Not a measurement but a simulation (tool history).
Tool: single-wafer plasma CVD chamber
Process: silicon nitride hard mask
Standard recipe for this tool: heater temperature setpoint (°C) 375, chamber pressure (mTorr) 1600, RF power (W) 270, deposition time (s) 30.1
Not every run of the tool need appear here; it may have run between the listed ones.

run   hour  heater temperature setpoint (°C)  chamber pressure (mTorr)  RF power (W)  deposition time (s)  read-back reference wafer on the same gauge, thickness_nm  mean film thickness on the monitor wafer (angstrom)
  1    0.0                               375                      1600           270                 30.1                                                     35.274                                               294.79
  2   26.4                               375                      1430           270                 30.1                                                     35.294                                               285.98
  3   58.2                               375                      1600           270                 30.1                                                     35.264                                               291.55
  4   78.2                               375                      1600           270                 30.1                                                     35.329                                               291.75
  5   99.8                               375                      1600           270                 30.1                                                     35.302                                               293.66
  6  119.7                               375                      1600           270                 30.1                                                     35.293                                               290.86
  7  150.4                               375                      1600           270                 30.1                                                     35.291                                               295.24
     165.7  -- gauge calibrated
  8  179.6                               375                      1600           305                 30.1                                                     35.296                                               313.79
  9  207.6                               375                      1600           305                 30.1                                                     35.306                                               316.27
     232.0  -- thermocouple changed; heater temperature recalibrated
 10  232.5                               383                      1600           270                 30.1                                                     35.296                                               289.97
 11  257.0                               375                      1600           240                 30.1                                                     35.300                                               273.40
     265.8  -- RF generator calibrated
     271.8  -- capacitance manometer re-zeroed and calibrated
 12  272.3                               375                      1600           270                 28.5                                                     35.292                                               295.88
 13  286.6                               382                      1600           220                 30.1                                                     35.302                                               275.54
 14  307.9                               362                      1600           285                 30.1                                                     35.303                                               323.02
 15  321.8                               375                      1600           270                 30.1                                                     35.339                                               311.84
 16  349.6                               375                      1600           270                 30.1                                                     35.291                                               308.99
 17  371.5                               366                      1900           250                 30.1                                                     35.306                                               308.86
 18  405.7                               375                      1240           270                 25.7                                                     35.326                                               244.24
 19  432.2                               390                      1490           235                 34.9                                                     35.311                                               316.83
     455.4  -- showerhead replaced
 20  455.9                               368                      1600           250                 30.1                                                     35.333                                               291.77
 21  478.3                               388                      1260           270                 30.1                                                     35.306                                               282.53
 22  503.0                               375                      1600           270                 30.1                                                     35.297                                               302.36
 23  605.2                               375                      1600           270                 30.1                                                     35.283                                               301.34
 24  627.6                               380                      1260           225                 26.6                                                     35.276                                               221.17
 25  719.3                               382                      1600           270                 27.8                                                     35.304                                               273.56
 26  735.6                               375                      1730           270                 24.3                                                     35.320                                               245.18

Forecast run 27:
 27  768.8                               375                      1360           270                 28.5                                                          ?                                                    ?

{"run 27": {"read-back reference wafer on the same gauge, thickness_nm": 35.296, "mean film thickness on the monitor wafer (angstrom)": 268.52}}
On a tool with no hidden condition, and with the same random variation, this run would have come out at mean film thickness on the monitor wafer (angstrom) 284.78.
